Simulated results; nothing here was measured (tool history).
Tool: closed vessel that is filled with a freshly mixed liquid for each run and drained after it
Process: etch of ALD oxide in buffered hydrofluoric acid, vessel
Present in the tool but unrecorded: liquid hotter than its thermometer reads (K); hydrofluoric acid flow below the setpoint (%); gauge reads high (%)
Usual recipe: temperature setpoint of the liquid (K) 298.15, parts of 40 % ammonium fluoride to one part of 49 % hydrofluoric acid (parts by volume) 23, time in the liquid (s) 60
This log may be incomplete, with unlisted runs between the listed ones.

run   hour  temperature setpoint of the liquid (K)  parts of 40 % ammonium fluoride to one part of 49 % hydrofluoric acid (parts by volume)  time in the liquid (s)  wafers since the last listed run  hours since the thermometer was replaced  hours since the hydrofluoric acid flow meter was replaced  hours since the gauge calibration  read-back film thickness of the ALD oxide reference wafer, read on the same gauge (nm)  thickness taken off the ALD oxide on a monitor wafer (angstrom)
  1      0                                  301.65                                                                                       23                      70                                 0                                    1559.8                                                      407.3                              541.6                                                                                   88.43                                                           1265.9
  2   35.1                                  301.65                                                                                       23                      70                              5209                                    1594.9                                                      442.4                              576.7                                                                                   88.25                                                           1264.6
  3   59.5                                  301.65                                                                                       23                      70                              3621                                    1619.3                                                      466.8                              601.1                                                                                   88.19                                                             1252
  4   78.6                                  298.15                                                                                       23                      60                              2834                                    1638.4                                                      485.9                              620.2                                                                                   88.15                                                            885.9
  5   96.6                                  294.65                                                                                       23                      60                              2671                                    1656.4                                                      503.9                              638.2                                                                                   88.05                                                              730
  6    118                                  298.15                                                                                       23                      60                              3176                                    1677.8                                                      525.3                              659.6                                                                                   88.01                                                            885.5
  7  137.2                                  298.15                                                                                       23                      60                              2849                                      1697                                                      544.5                              678.8                                                                                   87.94                                                            878.5
  8    153                                  298.15                                                                                       26                      60                              2345                                    1712.8                                                      560.3                              694.6                                                                                   87.86                                                              823
  9  188.5                                  294.65                                                                                     25.5                      60                              5268                                    1748.3                                                      595.8                              730.1                                                                                   87.69                                                            680.3
 10  202.8                                  298.15                                                                                       23                      60                              2122                                    1762.6                                                      610.1                              744.4                                                                                    87.7                                                              884
     213.8  -- thermometer replaced
 11  232.9                                  298.15                                                                                       23                      60                              4319                                      19.1                                                      640.2                              774.5                                                                                   87.52                                                              888
 12  251.5                                  298.15                                                                                       23                      60                              2760                                      37.7                                                      658.8                              793.1                                                                                   87.48                                                            889.4
 13  282.6                                  298.15                                                                                       23                      60                              4615                                      68.8                                                      689.9                              824.2                                                                                   87.38                                                            875.1
 14  309.6                                  298.15                                                                                       23                      60                              4007                                      95.8                                                      716.9                              851.2                                                                                   87.26                                                            880.2
 15  340.3                                  302.15                                                                                       23                      90                              4556                                     126.5                                                      747.6                              881.9                                                                                   87.18                                                           1648.4
 16  358.7                                  298.15                                                                                       28                      60                              2730                                     144.9                                                        766                              900.3                                                                                   87.12                                                            771.5
 17  376.1                                  298.15                                                                                       23                      60                              2582                                     162.3                                                      783.4                              917.7                                                                                   87.08                                                            886.7
 18  423.3                                  302.15                                                                                       23                      60                              7005                                     209.5                                                      830.6                              964.9                                                                                   86.89                                                           1090.2
 19  458.7                                  298.15                                                                                       17                      60                              5254                                     244.9                                                        866                             1000.3                                                                                   86.76                                                           1129.4
 20  476.7                                  298.15                                                                                       23                      60                              2671                                     262.9                                                        884                             1018.3                                                                                   86.69                                                              881
 21  500.1                                  298.15                                                                                       23                      60                              3473                                     286.3                                                      907.4                             1041.7                                                                                   86.64                                                            872.4
 22  515.9                                  299.65                                                                                     17.5                      80                              2345                                     302.1                                                      923.2                             1057.5                                                                                   86.54                                                           1587.9
 23  543.5                                  294.15                                                                                     16.5                      40                              4096                                     329.7                                                      950.8                             1085.1                                                                                   86.46                                                            622.1
 24  559.2                                  296.65                                                                                       20                      70                              2330                                     345.4                                                      966.5                             1100.8                                                                                   86.37                                                           1035.8
 25  571.6                                  301.65                                                                                     29.5                      60                              1840                                     357.8                                                      978.9                             1113.2                                                                                   86.33                                                            888.9
 26  591.9                                  295.65                                                                                     26.5                      60                              3012                                     378.1                                                      999.2                             1133.5                                                                                   86.26                                                            681.6
 27  623.3                                  298.15                                                                                       23                      60                              4660                                     409.5                                                     1030.6                             1164.9                                                                                   86.17                                                            863.6
     640.6  -- hydrofluoric acid flow meter replaced
 28  647.3                                  298.15                                                                                       23                      60                              3413                                     433.5                                                        6.7                             1188.9                                                                                    86.1                                                            871.6
     666.9  -- gauge calibrated
 29    729                                  301.65                                                                                       26                      35                             12126                                     515.2                                                       88.4                               62.1                                                                                   90.48                                                            599.7
 30  757.2                                  295.65                                                                                       23                      30                              4185                                     543.4                                                      116.6                               90.3                                                                                   90.34                                                            398.2
 31  855.5                                  298.15                                                                                       15                      60                             14589                                     641.7                                                      214.9                              188.6                                                                                   90.02                                                           1328.8
 32    882                                  298.15                                                                                     14.5                      75                              3933                                     668.2                                                      241.4                              215.1                                                                                   89.93                                                           1718.4
 33  908.3                                  296.65                                                                                       23                      60                              3903                                     694.5                                                      267.7                              241.4                                                                                   89.86                                                            835.8

Predict each of these 5 candidate next runs independently; none follows another, all start after run 33:
  A   909                                  298.15                                                                                       30                      60                               103                                     695.2                                                      268.4                              242.1                                                                                       ?                                                                ?
  B   909                                  298.15                                                                                       23                      75                               103                                     695.2                                                      268.4                              242.1                                                                                       ?                                                                ?
  C   909                                  293.15                                                                                       23                      45                               103                                     695.2                                                      268.4                              242.1                                                                                       ?                                                                ?
  D   909                                  295.65                                                                                       23                      70                               103                                     695.2                                                      268.4                              242.1                                                                                       ?                                                                ?
  E   909                                  298.15                                                                                       23                      40                               103                                     695.2                                                      268.4                              242.1                                                                                       ?                                                                ?

run  read-back film thickness of the ALD oxide reference wafer, read on the same gauge (nm)  thickness taken off the ALD oxide on a monitor wafer (angstrom)
  A                                                                                   89.82                                                            754.4
  B                                                                                   89.82                                                             1132
  C                                                                                   89.82                                                              515
  D                                                                                   89.82                                                              921
  E                                                                                   89.82                                                            603.7
Without the tool's unlogged condition, the same runs would have read:
run  thickness taken off the ALD oxide on a monitor wafer (angstrom)
  A                                                            755.7
  B                                                             1134
  C                                                            515.9
  D                                                            922.6
  E                                                            604.8
